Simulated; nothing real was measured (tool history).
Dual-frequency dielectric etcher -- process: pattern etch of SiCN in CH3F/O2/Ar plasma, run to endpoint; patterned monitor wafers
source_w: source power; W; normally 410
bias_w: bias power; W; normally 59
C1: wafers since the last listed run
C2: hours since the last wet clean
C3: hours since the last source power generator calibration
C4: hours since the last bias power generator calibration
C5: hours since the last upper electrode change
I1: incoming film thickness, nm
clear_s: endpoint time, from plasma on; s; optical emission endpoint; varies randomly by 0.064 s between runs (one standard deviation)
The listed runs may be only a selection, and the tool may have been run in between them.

run 1 hour=0.0 | source_w=410 bias_w=59 | C1=0 C2=134.7 C3=1249.5 C4=2749.1 C5=4565.4 | I1=6.49 | clear_s=18.5
run 2 hour=20.4 | source_w=410 bias_w=59 | C1=247 C2=155.1 C3=1269.9 C4=2769.5 C5=4585.8 | I1=6.57 | clear_s=18.9
run 3 hour=53.9 | source_w=410 bias_w=59 | C1=405 C2=188.6 C3=1303.4 C4=2803.0 C5=4619.3 | I1=6.50 | clear_s=18.6
run 4 hour=74.3 | source_w=410 bias_w=49 | C1=247 C2=209.0 C3=1323.8 C4=2823.4 C5=4639.7 | I1=6.47 | clear_s=19.0
run 5 hour=110.2 | source_w=410 bias_w=59 | C1=434 C2=244.9 C3=1359.7 C4=2859.3 C5=4675.6 | I1=6.50 | clear_s=18.6
run 6 hour=123.4 | source_w=410 bias_w=59 | C1=159 C2=258.1 C3=1372.9 C4=2872.5 C5=4688.8 | I1=6.49 | clear_s=18.5
run 7 hour=138.1 | source_w=410 bias_w=59 | C1=178 C2=272.8 C3=1387.6 C4=2887.2 C5=4703.5 | I1=6.51 | clear_s=18.5
run 8 hour=157.3 | source_w=410 bias_w=59 | C1=232 C2=292.0 C3=1406.8 C4=2906.4 C5=4722.7 | I1=6.51 | clear_s=18.5
run 9 hour=173.3 | source_w=410 bias_w=59 | C1=193 C2=308.0 C3=1422.8 C4=2922.4 C5=4738.7 | I1=6.47 | clear_s=18.3
-- hour=180.9 bias power generator calibrated
run 10 hour=206.7 | source_w=330 bias_w=59 | C1=356 C2=341.4 C3=1456.2 C4=25.8 C5=4772.1 | I1=6.51 | clear_s=19.9
run 11 hour=239.3 | source_w=330 bias_w=59 | C1=394 C2=374.0 C3=1488.8 C4=58.4 C5=4804.7 | I1=6.43 | clear_s=19.6
run 12 hour=263.0 | source_w=310 bias_w=53 | C1=287 C2=397.7 C3=1512.5 C4=82.1 C5=4828.4 | I1=6.47 | clear_s=20.4
run 13 hour=296.2 | source_w=320 bias_w=45 | C1=402 C2=430.9 C3=1545.7 C4=115.3 C5=4861.6 | I1=6.52 | clear_s=21.0
run 14 hour=310.5 | source_w=330 bias_w=59 | C1=173 C2=445.2 C3=1560.0 C4=129.6 C5=4875.9 | I1=6.48 | clear_s=19.6
run 15 hour=336.1 | source_w=380 bias_w=55 | C1=310 C2=470.8 C3=1585.6 C4=155.2 C5=4901.5 | I1=6.47 | clear_s=18.9
-- hour=363.8 source power generator calibrated
-- hour=377.9 upper electrode replaced
run 16 hour=378.4 | source_w=330 bias_w=66 | C1=293 C2=513.1 C3=14.6 C4=197.5 C5=0.5 | I1=6.47 | clear_s=19.2
run 17 hour=392.3 | source_w=330 bias_w=72 | C1=168 C2=527.0 C3=28.5 C4=211.4 C5=14.4 | I1=6.51 | clear_s=18.9
-- hour=473.5 wet clean of the chamber
run 18 hour=477.2 | source_w=410 bias_w=59 | C1=737 C2=3.7 C3=113.4 C4=296.3 C5=99.3 | I1=6.47 | clear_s=18.7
run 19 hour=511.0 | source_w=450 bias_w=65 | C1=409 C2=37.5 C3=147.2 C4=330.1 C5=133.1 | I1=6.48 | clear_s=17.8
run 20 hour=523.2 | source_w=410 bias_w=59 | C1=147 C2=49.7 C3=159.4 C4=342.3 C5=145.3 | I1=6.58 | clear_s=18.9
run 21 hour=545.5 | source_w=410 bias_w=44 | C1=270 C2=72.0 C3=181.7 C4=364.6 C5=167.6 | I1=6.48 | clear_s=19.5
run 22 hour=581.2 | source_w=330 bias_w=59 | C1=432 C2=107.7 C3=217.4 C4=400.3 C5=203.3 | I1=6.54 | clear_s=20.2
run 23 hour=594.7 | source_w=380 bias_w=55 | C1=163 C2=121.2 C3=230.9 C4=413.8 C5=216.8 | I1=6.39 | clear_s=19.1

Each row is a separate what-if for the run after 23, all from the same tool condition, not one after another. Results?
run A hour=595.1 | source_w=360 bias_w=59 | C1=4 C2=121.6 C3=231.3 C4=414.2 C5=217.2 | I1=6.45 | clear_s=?
run B hour=595.1 | source_w=350 bias_w=72 | C1=4 C2=121.6 C3=231.3 C4=414.2 C5=217.2 | I1=6.45 | clear_s=?
run C hour=595.1 | source_w=360 bias_w=45 | C1=4 C2=121.6 C3=231.3 C4=414.2 C5=217.2 | I1=6.45 | clear_s=?
run D hour=595.1 | source_w=460 bias_w=49 | C1=4 C2=121.6 C3=231.3 C4=414.2 C5=217.2 | I1=6.45 | clear_s=?

run=A clear_s=19.4
run=B clear_s=18.8
run=C clear_s=20.2
run=D clear_s=18.3
Stripped of hidden state, with their random variation kept, the same runs would have yielded:
run=A clear_s=19.6
run=B clear_s=19.1
run=C clear_s=20.4
run=D clear_s=18.5

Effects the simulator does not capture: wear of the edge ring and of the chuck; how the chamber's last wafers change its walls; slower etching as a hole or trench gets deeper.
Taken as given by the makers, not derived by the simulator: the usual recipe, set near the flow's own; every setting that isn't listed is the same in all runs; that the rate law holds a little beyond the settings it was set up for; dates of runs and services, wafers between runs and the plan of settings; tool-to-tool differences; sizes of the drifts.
